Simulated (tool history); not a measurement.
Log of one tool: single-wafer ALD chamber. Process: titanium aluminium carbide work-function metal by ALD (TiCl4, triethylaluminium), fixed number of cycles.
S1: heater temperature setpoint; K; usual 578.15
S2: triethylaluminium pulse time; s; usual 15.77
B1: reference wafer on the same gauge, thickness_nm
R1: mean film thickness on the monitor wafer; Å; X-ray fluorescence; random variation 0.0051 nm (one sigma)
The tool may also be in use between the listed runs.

run 1 hour=0 | S1=578.15 S2=15.77 | B1=2.228 | R1=19.8
run 2 hour=45.1 | S1=578.15 S2=15.77 | B1=2.232 | R1=19.77
run 3 hour=104.5 | S1=578.15 S2=15.77 | B1=2.23 | R1=19.74
run 4 hour=160 | S1=578.15 S2=15.77 | B1=2.231 | R1=19.78
run 5 hour=219.2 | S1=578.15 S2=15.77 | B1=2.229 | R1=19.9
run 6 hour=263 | S1=588.15 S2=15.77 | B1=2.228 | R1=20.67
run 7 hour=320.7 | S1=588.15 S2=15.77 | B1=2.233 | R1=20.74
run 8 hour=418.2 | S1=588.15 S2=15.77 | B1=2.233 | R1=20.6
run 9 hour=489 | S1=582.15 S2=15.77 | B1=2.23 | R1=20.07
run 10 hour=549.7 | S1=582.15 S2=15.77 | B1=2.232 | R1=20.35
run 11 hour=615.6 | S1=582.15 S2=15.77 | B1=2.231 | R1=20.4
run 12 hour=707.1 | S1=578.15 S2=15.77 | B1=2.228 | R1=19.87
run 13 hour=762.9 | S1=574.15 S2=10.37 | B1=2.228 | R1=17.6
run 14 hour=979.7 | S1=578.15 S2=15.77 | B1=2.23 | R1=20.05
run 15 hour=1065.8 | S1=578.15 S2=15.77 | B1=2.231 | R1=20.04
run 16 hour=1127.3 | S1=590.15 S2=19.31 | B1=2.23 | R1=21.17
run 17 hour=1199.7 | S1=589.15 S2=18.05 | B1=2.227 | R1=21.08
run 18 hour=1236.7 | S1=566.15 S2=19.49 | B1=2.229 | R1=18.8
run 19 hour=1287.3 | S1=585.15 S2=17.78 | B1=2.229 | R1=20.46
run 20 hour=1359.7 | S1=578.15 S2=15.77 | B1=2.231 | R1=19.8
run 21 hour=1459.8 | S1=586.15 S2=13.03 | B1=2.228 | R1=20
run 22 hour=1520.3 | S1=578.15 S2=15.77 | B1=2.232 | R1=19.73
run 23 hour=1598.7 | S1=578.15 S2=17.78 | B1=2.23 | R1=19.99
run 24 hour=1697.6 | S1=578.15 S2=15.77 | B1=2.231 | R1=19.8
run 25 hour=1752.5 | S1=586.15 S2=13.89 | B1=2.229 | R1=20.13
run 26 hour=1817.5 | S1=569.15 S2=9.72 | B1=2.228 | R1=15.17
run 27 hour=1924.6 | S1=585.15 S2=15.77 | B1=2.233 | R1=20.47
run 28 hour=2013.4 | S1=564.15 S2=21.49 | B1=2.231 | R1=18.81
run 29 hour=2101.4 | S1=578.15 S2=15.77 | B1=2.231 | R1=20.07
run 30 hour=2148.7 | S1=587.15 S2=19.92 | B1=2.231 | R1=20.91
run 31 hour=2214.1 | S1=578.15 S2=15.77 | B1=2.23 | R1=19.95
run 32 hour=2312.2 | S1=589.15 S2=17.49 | B1=2.232 | R1=21.04
run 33 hour=2409.2 | S1=582.15 S2=13.82 | B1=2.23 | R1=19.84

Taken out of this log: 6 entries between the listed runs. Where each belongs, and how the hidden state differs across it:
Between runs 9 and 10: triethylaluminium bottle replaced (hour 543.8)
  wafer temperature above the value expected at the setpoint (K): 2.68 -> 2.81; triethylaluminium dose above that of a fresh bottle (%): -12.5 -> -0.649
  measured less the result without the state, R1: +0.05 -> +0.25 Å
Between runs 13 and 14: showerhead replaced (hour 805.8); gauge calibrated (hour 891.6)
  wafer temperature above the value expected at the setpoint (K): 3.15 -> 3.36; triethylaluminium dose above that of a fresh bottle (%): -0.955 -> -1.86
  measured less the result without the state, R1: +0.18 -> +0.29 Å
Between runs 17 and 18: thermocouple changed; heater temperature recalibrated (hour 1209.2)
  wafer temperature above the value expected at the setpoint (K): 3.5 -> 0.161; triethylaluminium dose above that of a fresh bottle (%): -3.4 -> -3.72
  measured less the result without the state, R1: +0.3 -> +0.01 Å
Between runs 27 and 28: triethylaluminium bottle replaced (hour 1998)
  wafer temperature above the value expected at the setpoint (K): 2.87 -> 3.01; triethylaluminium dose above that of a fresh bottle (%): -12.8 -> -1.04
  measured less the result without the state, R1: +0.05 -> +0.26 Å
Between runs 32 and 33: thermocouple changed; heater temperature recalibrated (hour 2388.9)
  wafer temperature above the value expected at the setpoint (K): 3.31 -> -0.407; triethylaluminium dose above that of a fresh bottle (%): -1.67 -> -2.12
  measured less the result without the state, R1: +0.3 -> -0.08 Å

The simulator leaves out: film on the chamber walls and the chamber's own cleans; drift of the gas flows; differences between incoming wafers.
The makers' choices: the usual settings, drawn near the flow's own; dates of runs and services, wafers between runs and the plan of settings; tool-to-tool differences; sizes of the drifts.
